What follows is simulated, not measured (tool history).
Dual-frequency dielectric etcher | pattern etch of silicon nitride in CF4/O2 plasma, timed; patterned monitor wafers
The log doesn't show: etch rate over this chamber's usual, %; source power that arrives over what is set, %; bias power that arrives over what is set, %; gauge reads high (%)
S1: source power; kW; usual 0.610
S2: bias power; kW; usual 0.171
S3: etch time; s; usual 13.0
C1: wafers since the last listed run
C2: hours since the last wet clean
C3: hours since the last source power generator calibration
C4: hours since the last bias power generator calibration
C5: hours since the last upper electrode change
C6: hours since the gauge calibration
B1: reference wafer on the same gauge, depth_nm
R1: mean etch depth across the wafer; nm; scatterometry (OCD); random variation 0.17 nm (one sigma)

Run 1, hour 0.0: usual settings; C1 0; C2 109.6; C3 4015.4; C4 3130.7; C5 2027.8; C6 1917.5; B1 24.49. Result: R1 29.75 nm.
At hour 34.8: gauge calibrated.
Run 2, hour 75.9: usual settings; C1 1700; C2 185.5; C3 4091.3; C4 3206.6; C5 2103.7; C6 41.1; B1 24.38. Result: R1 29.09 nm.
Run 3, hour 172.4: usual settings but S2 0.188 kW; C1 2161; C2 282.0; C3 4187.8; C4 3303.1; C5 2200.2; C6 137.6; B1 24.40. Result: R1 30.76 nm.
Run 4, hour 224.9: usual settings; C1 1176; C2 334.5; C3 4240.3; C4 3355.6; C5 2252.7; C6 190.1; B1 24.41. Result: R1 29.71 nm.
Run 5, hour 332.7: usual settings; C1 2415; C2 442.3; C3 4348.1; C4 3463.4; C5 2360.5; C6 297.9; B1 24.45. Result: R1 29.84 nm.
At hour 407.4: wet clean of the chamber.
Run 6, hour 435.9: usual settings; C1 1774; C2 28.5; C3 4451.3; C4 3566.6; C5 2463.7; C6 401.1; B1 24.39. Result: R1 29.77 nm.
Run 7, hour 514.6: usual settings but S1 0.530 kW, S3 16.0 s; C1 1763; C2 107.2; C3 4530.0; C4 3645.3; C5 2542.4; C6 479.8; B1 24.33. Result: R1 31.55 nm.
Run 8, hour 561.5: usual settings but S1 0.530 kW, S3 16.0 s; C1 1050; C2 154.1; C3 4576.9; C4 3692.2; C5 2589.3; C6 526.7; B1 24.38. Result: R1 31.65 nm.
Run 9, hour 663.7: usual settings; C1 2289; C2 256.3; C3 4679.1; C4 3794.4; C5 2691.5; C6 628.9; B1 24.44. Result: R1 29.49 nm.
Run 10, hour 733.8: usual settings; C1 1570; C2 326.4; C3 4749.2; C4 3864.5; C5 2761.6; C6 699.0; B1 24.47. Result: R1 29.64 nm.
Run 11, hour 801.3: usual settings; C1 1512; C2 393.9; C3 4816.7; C4 3932.0; C5 2829.1; C6 766.5; B1 24.44. Result: R1 30.03 nm.
Run 12, hour 1029.8: usual settings; C1 5119; C2 622.4; C3 5045.2; C4 4160.5; C5 3057.6; C6 995.0; B1 24.40. Result: R1 29.82 nm.
At hour 1064.4: wet clean of the chamber.
Run 13, hour 1067.7: usual settings; C1 311; C2 3.3; C3 5083.1; C4 4198.4; C5 3095.5; C6 1032.9; B1 24.34. Result: R1 29.50 nm.
At hour 1159.8: source power generator calibrated.
Run 14, hour 1166.8: usual settings but S1 0.530 kW, S3 16.0 s; C1 2130; C2 102.4; C3 7.0; C4 4297.5; C5 3194.6; C6 1132.0; B1 24.37. Result: R1 29.94 nm.
Run 15, hour 1241.4: usual settings but S1 0.520 kW, S3 16.5 s; C1 1671; C2 177.0; C3 81.6; C4 4372.1; C5 3269.2; C6 1206.6; B1 24.35. Result: R1 30.31 nm.
At hour 1248.2: bias power generator calibrated.
Run 16, hour 1345.0: usual settings but S1 0.690 kW; C1 2231; C2 280.6; C3 185.2; C4 96.8; C5 3372.8; C6 1310.2; B1 24.35. Result: R1 32.41 nm.
Run 17, hour 1393.8: usual settings; C1 1093; C2 329.4; C3 234.0; C4 145.6; C5 3421.6; C6 1359.0; B1 24.44. Result: R1 28.60 nm.
Run 18, hour 1495.9: usual settings; C1 2287; C2 431.5; C3 336.1; C4 247.7; C5 3523.7; C6 1461.1; B1 24.42. Result: R1 28.15 nm.
Run 19, hour 1540.0: usual settings but S2 0.160 kW; C1 987; C2 475.6; C3 380.2; C4 291.8; C5 3567.8; C6 1505.2; B1 24.40. Result: R1 27.44 nm.
Run 20, hour 1588.4: usual settings but S1 0.740 kW, S2 0.149 kW, S3 10.0 s; C1 1084; C2 524.0; C3 428.6; C4 340.2; C5 3616.2; C6 1553.6; B1 24.38. Result: R1 25.05 nm.
At hour 1637.7: gauge calibrated.
Run 21, hour 1687.5: usual settings but S3 16.5 s; C1 2220; C2 623.1; C3 527.7; C4 439.3; C5 3715.3; C6 49.8; B1 24.37. Result: R1 35.97 nm.
At hour 1732.2: wet clean of the chamber.
Run 22, hour 1759.2: usual settings but S2 0.133 kW, S3 10.5 s; C1 1068; C2 27.0; C3 599.4; C4 511.0; C5 3787.0; C6 121.5; B1 24.38. Result: R1 20.60 nm.
At hour 1849.6: upper electrode replaced.
Run 23, hour 1854.5: usual settings but S1 0.550 kW, S2 0.157 kW, S3 10.0 s; C1 1597; C2 122.3; C3 694.7; C4 606.3; C5 4.9; C6 216.8; B1 24.40. Result: R1 18.78 nm.
Run 24, hour 2078.6: usual settings but S1 0.550 kW; C1 5020; C2 346.4; C3 918.8; C4 830.4; C5 229.0; C6 440.9; B1 24.45. Result: R1 25.37 nm.
Run 25, hour 2121.1: usual settings but S1 0.680 kW, S2 0.136 kW, S3 15.5 s; C1 952; C2 388.9; C3 961.3; C4 872.9; C5 271.5; C6 483.4; B1 24.47. Result: R1 34.69 nm.
Run 26, hour 2196.6: usual settings but S1 0.690 kW, S2 0.132 kW, S3 10.5 s; C1 1691; C2 464.4; C3 1036.8; C4 948.4; C5 347.0; C6 558.9; B1 24.42. Result: R1 23.59 nm.
At hour 2268.4: wet clean of the chamber.
Run 27, hour 2278.6: usual settings but S1 0.710 kW, S2 0.187 kW, S3 9.5 s; C1 1299; C2 10.2; C3 1118.8; C4 1030.4; C5 429.0; C6 640.9; B1 24.41. Result: R1 25.07 nm.
Run 28, hour 2337.6: usual settings; C1 1321; C2 69.2; C3 1177.8; C4 1089.4; C5 488.0; C6 699.9; B1 24.43. Result: R1 28.57 nm.
Run 29, hour 2406.9: usual settings; C1 1552; C2 138.5; C3 1247.1; C4 1158.7; C5 557.3; C6 769.2; B1 24.35. Result: R1 28.51 nm.
Run 30, hour 2456.4: usual settings but S2 0.200 kW; C1 1108; C2 188.0; C3 1296.6; C4 1208.2; C5 606.8; C6 818.7; B1 24.36. Result: R1 30.39 nm.

3 ways to go on from here, each from the tool as it stands after run 30. What would each give?
Run A, hour 2456.8: usual settings; C1 8; C2 188.4; C3 1297.0; C4 1208.6; C5 607.2; C6 819.1; B1 ?. Result: R1 ?.
Run B, hour 2456.8: usual settings but S1 0.650 kW, S2 0.148 kW; C1 8; C2 188.4; C3 1297.0; C4 1208.6; C5 607.2; C6 819.1; B1 ?. Result: R1 ?.
Run C, hour 2456.8: usual settings but S1 0.750 kW, S2 0.208 kW, S3 16.0 s; C1 8; C2 188.4; C3 1297.0; C4 1208.6; C5 607.2; C6 819.1; B1 ?. Result: R1 ?.

run     B1     R1
  A  24.39  28.21
  B  24.39  28.40
  C  24.39  46.26
Without the tool's hidden state the same runs would have given:
run     R1
  A  27.79
  B  27.98
  C  45.58

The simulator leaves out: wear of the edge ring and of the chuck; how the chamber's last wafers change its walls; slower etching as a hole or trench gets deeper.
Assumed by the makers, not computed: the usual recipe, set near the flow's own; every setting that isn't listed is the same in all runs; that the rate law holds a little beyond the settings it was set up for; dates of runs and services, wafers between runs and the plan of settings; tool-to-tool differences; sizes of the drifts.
